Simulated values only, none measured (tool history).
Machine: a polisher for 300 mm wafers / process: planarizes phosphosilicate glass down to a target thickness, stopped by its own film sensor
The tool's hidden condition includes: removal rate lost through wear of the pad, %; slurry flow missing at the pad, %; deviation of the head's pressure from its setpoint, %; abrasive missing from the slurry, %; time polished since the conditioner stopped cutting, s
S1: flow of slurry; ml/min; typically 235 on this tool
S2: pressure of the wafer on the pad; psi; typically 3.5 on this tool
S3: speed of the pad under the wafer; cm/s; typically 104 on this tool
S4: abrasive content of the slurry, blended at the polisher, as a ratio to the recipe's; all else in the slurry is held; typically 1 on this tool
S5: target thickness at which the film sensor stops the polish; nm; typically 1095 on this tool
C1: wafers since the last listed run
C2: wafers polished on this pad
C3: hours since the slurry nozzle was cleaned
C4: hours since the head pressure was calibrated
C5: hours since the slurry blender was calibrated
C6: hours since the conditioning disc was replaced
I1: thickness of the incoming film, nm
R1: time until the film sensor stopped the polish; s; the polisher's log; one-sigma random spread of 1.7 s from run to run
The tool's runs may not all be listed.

run     day   S1   S2   S3    S4    S5    C1    C2     C3      C4     C5     C6      I1     R1
  1       0  235  3.5  104     1  1095     0   378  187.6   654.8  316.5  398.6  2129.4    131
  2   2.412  235  3.5  104     1  1095   347   726  245.5   712.7  374.4  456.5  2088.9  129.7
      2.608  -- conditioning disc replaced and pad reconditioned
  3   6.071  235  3.5  104     1  1095   514  1240  333.3   800.5  462.2   83.1    2123  132.4
      7.933  -- slurry blender recalibrated
      9.608  -- head pressure recalibrated
      9.842  -- slurry nozzle cleaned
  4  10.075  235  3.5  112     1  1095   546  1787    5.6    11.2   51.4  179.2  2070.2  111.2
  5  12.367  235  3.5  112     1  1095   330  2117   60.6    66.2  106.4  234.2  2106.4  116.3
     14.642  -- worn pad replaced by a new one
  6  14.662  235  3.5  104     1  1095   306     2  115.7   121.3  161.5  289.3  2126.8  128.5
  7  16.696  235  3.5   84     1  1343   292   295  164.5   170.1  210.3  338.1  2120.8  116.7
     22.617  -- conditioning disc replaced and pad reconditioned
     25.858  -- slurry nozzle cleaned
       26.1  -- slurry blender recalibrated
  8  27.158  235  3.5   84     1  1343  1476  1772   31.2   421.2   25.4    109  2136.3  115.5
  9  31.258  235  3.5  104     1  1095   590  2363  129.6   519.6  123.8  207.4  2111.9  127.9
       33.2  -- worn pad replaced by a new one
 10  34.358  190  3.5  104     1  1095   422   166    204     594  198.2  281.8  2085.3  131.4
 11  36.088  190  3.5  104     1  1095   249   415  245.5   635.5  239.7  323.3  2129.1  139.4
 12  38.129  235  3.5  130     1  1095   294   709  294.5   684.5  288.7  372.3  2101.6  109.4
     40.654  -- conditioning disc replaced and pad reconditioned
 13  41.212  235  3.5  104     1   850   432  1141  368.5   758.5  362.7   13.4  2132.6  168.1
     42.629  -- slurry nozzle cleaned
 14  45.138  235  3.5   84     1  1343   559  1701   60.2   852.7  456.9  107.6  2113.1  115.5
       47.2  -- slurry blender recalibrated
 15  47.821  235  3.5  104     1  1186   374  2075  124.6   917.1   14.9    172  2086.7  113.7
 16  49.458  305  3.1  104   1.3  1254   235  2311  163.9   956.4   54.2  211.3  2118.3  105.3
 17  51.712  235  2.7  104   1.2   807   324  2636    218  1010.5  108.3  265.4  2139.7  199.1
     52.383  -- head pressure recalibrated
     52.658  -- worn pad replaced by a new one
 18  54.696  235  3.5   80     1   783   393   293  289.6    55.5  179.9    337  2061.3  203.6
     57.983  -- slurry nozzle cleaned
 19  58.392  235  3.5  104     1  1095   526   819    9.8   144.2  268.6  425.7  2102.7  127.9
     60.021  -- conditioning disc replaced and pad reconditioned
 20  61.779  235  3.5  104     1  1095   475  1295   91.1   225.5  349.9   42.2    2072  123.4
     65.054  -- slurry blender recalibrated
 21  65.846  165  3.5  104  0.85  1095   573  1869  188.7   323.1     19  139.8  2113.9  150.4
 22  68.004  200  2.4   94     1  1095   310  2180  240.5   374.9   70.8  191.6  2126.1  208.4
     70.142  -- worn pad replaced by a new one
 23  71.571  235  3.5  104     1  1095   489   205  326.1   460.5  156.4  277.2  2134.7    137
 24  74.208  235  2.7  140     1  1095   379   585  389.4   523.8  219.7  340.5  2069.1  128.5
     75.225  -- conditioning disc replaced and pad reconditioned
     76.742  -- slurry nozzle cleaned
 25      78  195  3.5  118     1  1095   528  1113   30.2   614.8  310.7   66.6    2104  115.3
 26  81.658  235  3.5  104     1  1095   526  1640    118   702.6  398.5  154.4  2103.6  128.1

Alternative continuations, all from the tool just after run 26; predict every row:
  A  81.675  235  3.5  104   1  1095   2  1643  118.4  703  398.9  154.8  2125.5   ?
  B  81.675  235  2.6  104   1  1095   2  1643  118.4  703  398.9  154.8  2125.5   ?
  C  81.675  160  3.5  104   1   801   2  1643  118.4  703  398.9  154.8  2125.5   ?

run     R1
  A  129.1
  B  170.9
  C  175.6
Without the tool's unlogged condition, the same runs would have read:
run     R1
  A  125.3
  B  165.8
  C  168.4

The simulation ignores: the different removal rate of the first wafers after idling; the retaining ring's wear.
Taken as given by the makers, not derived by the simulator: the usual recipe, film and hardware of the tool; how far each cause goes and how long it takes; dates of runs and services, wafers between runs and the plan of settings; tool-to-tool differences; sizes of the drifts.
